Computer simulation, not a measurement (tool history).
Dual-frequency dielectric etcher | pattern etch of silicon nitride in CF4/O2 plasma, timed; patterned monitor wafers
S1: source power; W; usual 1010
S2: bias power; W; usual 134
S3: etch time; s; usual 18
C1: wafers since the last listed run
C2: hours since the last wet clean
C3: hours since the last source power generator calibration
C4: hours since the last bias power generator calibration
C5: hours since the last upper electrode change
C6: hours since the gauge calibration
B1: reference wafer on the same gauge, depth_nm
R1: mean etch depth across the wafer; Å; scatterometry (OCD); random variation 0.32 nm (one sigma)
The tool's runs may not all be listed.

run    hour    S1   S2    S3    C1     C2      C3      C4      C5      C6    B1   R1
  1       0  1010  134    18     0  260.7  1174.6  4414.4  1662.2  1151.9  66.1  605
  2    55.4  1010  134    18  1257  316.1    1230  4469.8  1717.6  1207.3    66  601
  3     135  1010  134    18  1806  395.7  1309.6  4549.4  1797.2  1286.9  66.2  607
      218.9  -- wet clean of the chamber
  4   236.6  1010  134    18  1760   17.7  1411.2    4651  1898.8  1388.5  66.1  603
        237  -- gauge calibrated
  5   299.4  1010  134    18  1425   80.5    1474  4713.8  1961.6    62.4  66.1  607
  6   348.8  1010  134    18  1120  129.9  1523.4  4763.2    2011   111.8    66  607
      569.8  -- upper electrode replaced
  7   570.3  1010  134    18  4481  351.4  1744.9  4984.7     0.5   333.3  66.1  610
      623.2  -- bias power generator calibrated
  8   663.4  1010  134    18  2021  444.5    1838    40.2    93.6   426.4  66.1  605
  9   756.1  1110  134    18  2103  537.2  1930.7   132.9   186.3   519.1  66.2  643
 10   799.7  1110  134    18   989  580.8  1974.3   176.5   229.9   562.7  66.1  645
      834.5  -- wet clean of the chamber
 11   893.5  1110  134    18  1583     59  2068.1   270.3   323.7   656.5  66.1  645
 12   955.6   910  118    15  1409  121.1  2130.2   332.4   385.8   718.6  66.1  451
 13  1048.8   920  158    13  2114  214.3  2223.4   425.6     479   811.8  66.1  438
 14  1090.8   890  151    18   953  256.3  2265.4   467.6     521   853.8  66.1  583
 15  1149.7   900  134  13.5  1336  315.2  2324.3   526.5   579.9   912.7    66  426
 16  1196.6  1010  134    18  1064  362.1  2371.2   573.4   626.8   959.6  66.1  607
     1266.8  -- source power generator calibrated
 17  1283.5  1240  117    18  1881    449    16.7   660.3   713.7  1046.5  66.2  659
 18  1338.1  1150  134    21  1238  503.6    71.3   714.9   768.3  1101.1    66  766
       1351  -- gauge calibrated
 19  1397.5  1110  134    14  1347    563   130.7   774.3   827.7    46.5  66.1  501
     1455.5  -- wet clean of the chamber
 20    1456  1010  163    23   782    0.5   189.2   832.8   886.2     105    66  831
 21  1654.7  1230  134    18  4508  199.2   387.9  1031.5  1084.9   303.7  66.1  687
 22  1736.3  1110  134    14  1851  280.8   469.5  1113.1  1166.5   385.3  66.1  501

4 ways to go on from here, each from the tool as it stands after run 22. What would each give?
  A  1736.7  1010  115    18   9  281.2  469.9  1113.5  1166.9  385.7   ?   ?
  B  1736.7  1010  124    16   9  281.2  469.9  1113.5  1166.9  385.7   ?   ?
  C  1736.7  1010  134  14.5   9  281.2  469.9  1113.5  1166.9  385.7   ?   ?
  D  1736.7  1010  102  19.5   9  281.2  469.9  1113.5  1166.9  385.7   ?   ?

run    B1   R1
  A  66.1  570
  B  66.1  522
  C  66.1  487
  D  66.1  591
Without the tool's unlogged condition, the same runs would have read:
run   R1
  A  570
  B  522
  C  487
  D  591

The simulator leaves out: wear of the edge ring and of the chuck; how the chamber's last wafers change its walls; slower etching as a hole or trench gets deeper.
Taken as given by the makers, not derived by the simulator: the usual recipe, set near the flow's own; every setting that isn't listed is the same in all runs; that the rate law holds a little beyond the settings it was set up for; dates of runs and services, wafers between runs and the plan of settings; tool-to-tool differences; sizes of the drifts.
